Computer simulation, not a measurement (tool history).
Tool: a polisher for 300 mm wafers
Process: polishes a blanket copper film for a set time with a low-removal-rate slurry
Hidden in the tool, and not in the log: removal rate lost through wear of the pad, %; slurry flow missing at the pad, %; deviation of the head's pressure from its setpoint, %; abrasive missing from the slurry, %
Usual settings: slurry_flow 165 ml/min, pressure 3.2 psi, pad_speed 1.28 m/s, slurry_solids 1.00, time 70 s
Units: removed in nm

| run | hour | slurry_flow | pressure | pad_speed | slurry_solids | time | wafers since the last listed run | wafers polished on this pad | hours since the slurry nozzle was cleaned | hours since the head pressure was calibrated | hours since the slurry blender was calibrated | incoming thickness of the incoming film, nm | removed |
|---|---|---|---|---|---|---|---|---|---|---|---|---|---|
| 1 | 0.0 | 165 | 3.2 | 1.28 | 1.00 | 70 | 0 | 0 | 362.6 | 803.1 | 11.6 | 1443.2 | 353.9 |
| 2 | 70.9 | 200 | 3.2 | 1.28 | 1.00 | 70 | 578 | 579 | 433.5 | 874.0 | 82.5 | 1449.3 | 364.6 |
| 3 | 146.1 | 200 | 3.2 | 1.28 | 1.00 | 70 | 613 | 1193 | 508.7 | 949.2 | 157.7 | 1456.2 | 354.7 |
|  | 206.2 | slurry nozzle cleaned |
|  | 243.2 | worn pad replaced by a new one |
| 4 | 243.7 | 125 | 3.2 | 1.28 | 1.00 | 70 | 756 | 4 | 37.5 | 1046.8 | 255.3 | 1446.8 | 342.1 |
| 5 | 322.4 | 125 | 3.2 | 1.28 | 1.00 | 70 | 642 | 646 | 116.2 | 1125.5 | 334.0 | 1449.5 | 342.1 |
| 6 | 368.3 | 165 | 3.2 | 1.28 | 0.90 | 70 | 374 | 1021 | 162.1 | 1171.4 | 379.9 | 1452.9 | 345.1 |
| 7 | 453.3 | 165 | 3.2 | 1.28 | 1.00 | 70 | 693 | 1715 | 247.1 | 1256.4 | 464.9 | 1467.5 | 350.2 |
|  | 483.0 | worn pad replaced by a new one |
| 8 | 519.9 | 165 | 3.2 | 1.28 | 1.00 | 70 | 511 | 300 | 313.7 | 1323.0 | 531.5 | 1439.7 | 368.5 |
|  | 533.0 | slurry blender recalibrated |
| 9 | 612.1 | 165 | 3.8 | 1.28 | 1.15 | 82 | 736 | 1037 | 405.9 | 1415.2 | 79.1 | 1472.4 | 515.6 |
| 10 | 653.0 | 145 | 3.2 | 1.28 | 0.90 | 70 | 333 | 1371 | 446.8 | 1456.1 | 120.0 | 1442.3 | 332.5 |
|  | 698.3 | slurry nozzle cleaned |
|  | 725.7 | worn pad replaced by a new one |
| 11 | 747.7 | 165 | 3.2 | 1.28 | 1.00 | 70 | 732 | 179 | 49.4 | 1550.8 | 214.7 | 1447.5 | 374.8 |
|  | 765.8 | head pressure recalibrated |
| 12 | 840.2 | 165 | 2.7 | 1.54 | 0.90 | 70 | 738 | 918 | 141.9 | 74.4 | 307.2 | 1438.8 | 315.7 |
| 13 | 905.6 | 165 | 3.2 | 1.28 | 0.90 | 70 | 533 | 1452 | 207.3 | 139.8 | 372.6 | 1450.7 | 327.1 |
|  | 927.0 | worn pad replaced by a new one |
| 14 | 958.3 | 145 | 3.2 | 1.28 | 1.00 | 70 | 397 | 255 | 260.0 | 192.5 | 425.3 | 1470.2 | 342.1 |
|  | 976.7 | slurry blender recalibrated |
| 15 | 1029.6 | 165 | 2.4 | 1.28 | 1.00 | 70 | 565 | 821 | 331.3 | 263.8 | 52.9 | 1416.3 | 255.2 |
| 16 | 1074.6 | 125 | 3.2 | 1.28 | 1.00 | 70 | 367 | 1188 | 376.3 | 308.8 | 97.9 | 1435.5 | 330.1 |

Some steps in removed between neighbouring runs. How much of each would the tool show without its hidden state too (settings, what came in, random variation), and how much is left for the hidden state, with any gauge scatter that isn't in both results?
Run 9 -> 10: slurry_flow 165 -> 145, pressure 3.8 -> 3.2, slurry_solids 1.15 -> 0.90, time 82 -> 70. removed -183.1 nm: hidden state -11.5, all else -171.6.
Run 11 -> 12: pressure 3.2 -> 2.7, pad_speed 1.28 -> 1.54, slurry_solids 1.00 -> 0.90, head pressure recalibrated. removed -59.1 nm: hidden state -33.8, all else -25.3.
